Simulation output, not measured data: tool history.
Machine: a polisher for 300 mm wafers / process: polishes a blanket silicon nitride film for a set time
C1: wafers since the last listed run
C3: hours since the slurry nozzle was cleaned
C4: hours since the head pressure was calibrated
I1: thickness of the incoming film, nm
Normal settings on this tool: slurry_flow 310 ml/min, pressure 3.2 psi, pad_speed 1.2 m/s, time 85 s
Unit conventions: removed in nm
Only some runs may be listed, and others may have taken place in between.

Run 1, hour 0: usual settings but pad_speed 1.34 m/s; C1 0; wafers polished on this pad 3830; C3 185.5; C4 1018.5; I1 883.8. Result: removed 207.7 nm.
At hour 24.6: head pressure recalibrated.
At hour 38.3: worn pad replaced by a new one.
Run 2, hour 42.5: usual settings but pad_speed 1.34 m/s; C1 374; wafers polished on this pad 43; C3 228; C4 17.9; I1 880.9. Result: removed 201.1 nm.
Run 3, hour 81.6: usual settings but pressure 4 psi, pad_speed 1.3 m/s; C1 400; wafers polished on this pad 443; C3 267.1; C4 57; I1 872.5. Result: removed 245 nm.
Run 4, hour 158.6: usual settings but pressure 4 psi, pad_speed 1.3 m/s; C1 789; wafers polished on this pad 1232; C3 344.1; C4 134; I1 877.5. Result: removed 246.7 nm.
Run 5, hour 206.8: usual settings; C1 493; wafers polished on this pad 1726; C3 392.3; C4 182.2; I1 879.2. Result: removed 187.2 nm.
At hour 216.4: slurry nozzle cleaned.
Run 6, hour 258.8: usual settings; C1 522; wafers polished on this pad 2249; C3 42.4; C4 234.2; I1 878.2. Result: removed 182 nm.
Run 7, hour 313.2: usual settings; C1 557; wafers polished on this pad 2807; C3 96.8; C4 288.6; I1 895.3. Result: removed 184.1 nm.
Run 8, hour 401.2: usual settings but time 103 s; C1 901; wafers polished on this pad 3708; C3 184.8; C4 376.6; I1 883.6. Result: removed 217.4 nm.
At hour 446.4: worn pad replaced by a new one.
Run 9, hour 451.6: usual settings but time 103 s; C1 475; wafers polished on this pad 53; C3 235.2; C4 427; I1 873.8. Result: removed 221.8 nm.
Run 10, hour 509.7: usual settings but pad_speed 1.5 m/s; C1 595; wafers polished on this pad 648; C3 293.3; C4 485.1; I1 886.1. Result: removed 217.9 nm.
Run 11, hour 549.9: usual settings but pad_speed 1.5 m/s; C1 411; wafers polished on this pad 1060; C3 333.5; C4 525.3; I1 877.4. Result: removed 224.2 nm.
Run 12, hour 620: usual settings but pressure 4 psi, time 95 s; C1 718; wafers polished on this pad 1778; C3 403.6; C4 595.4; I1 884.7. Result: removed 261.4 nm.
At hour 656.6: slurry nozzle cleaned.
At hour 859.2: worn pad replaced by a new one.
Run 13, hour 937.9: usual settings but slurry_flow 270 ml/min; C1 3206; wafers polished on this pad 806; C3 281.3; C4 913.3; I1 871.3. Result: removed 184.4 nm.
Run 14, hour 1019.3: usual settings but slurry_flow 415 ml/min, pressure 3.7 psi, time 99 s; C1 834; wafers polished on this pad 1640; C3 362.7; C4 994.7; I1 895.3. Result: removed 252.6 nm.
Run 15, hour 1079.4: usual settings but time 102 s; C1 615; wafers polished on this pad 2256; C3 422.8; C4 1054.8; I1 895.6. Result: removed 222.2 nm.
At hour 1124.1: slurry nozzle cleaned.
Run 16, hour 1131.6: usual settings; C1 524; wafers polished on this pad 2781; C3 7.5; C4 1107; I1 870.6. Result: removed 184.6 nm.
At hour 1192: worn pad replaced by a new one.
Run 17, hour 1197: usual settings but pressure 2.5 psi, pad_speed 1.52 m/s; C1 629; wafers polished on this pad 51; C3 72.9; C4 1172.4; I1 863.4. Result: removed 171.8 nm.
Run 18, hour 1270.1: usual settings but slurry_flow 265 ml/min, pressure 3.6 psi, pad_speed 1.36 m/s, time 68 s; C1 749; wafers polished on this pad 800; C3 146; C4 1245.5; I1 884.3. Result: removed 185.7 nm.
At hour 1297.9: head pressure recalibrated.
Run 19, hour 1308.2: usual settings but slurry_flow 270 ml/min, pad_speed 1.34 m/s; C1 369; wafers polished on this pad 1170; C3 184.1; C4 10.3; I1 888.4. Result: removed 197 nm.
Run 20, hour 1415.2: usual settings; C1 1096; wafers polished on this pad 2266; C3 291.1; C4 117.3; I1 880.3. Result: removed 187.1 nm.

What does the tool deliver on the next run?
Run 21, hour 1457.7: usual settings but time 97 s; C1 435; wafers polished on this pad 2702; C3 333.6; C4 159.8; I1 885.1. Result: removed ?.

Run 21 produced removed 210.7 nm.
With no hidden state in the tool, this same run would have given removed 210.7 nm.
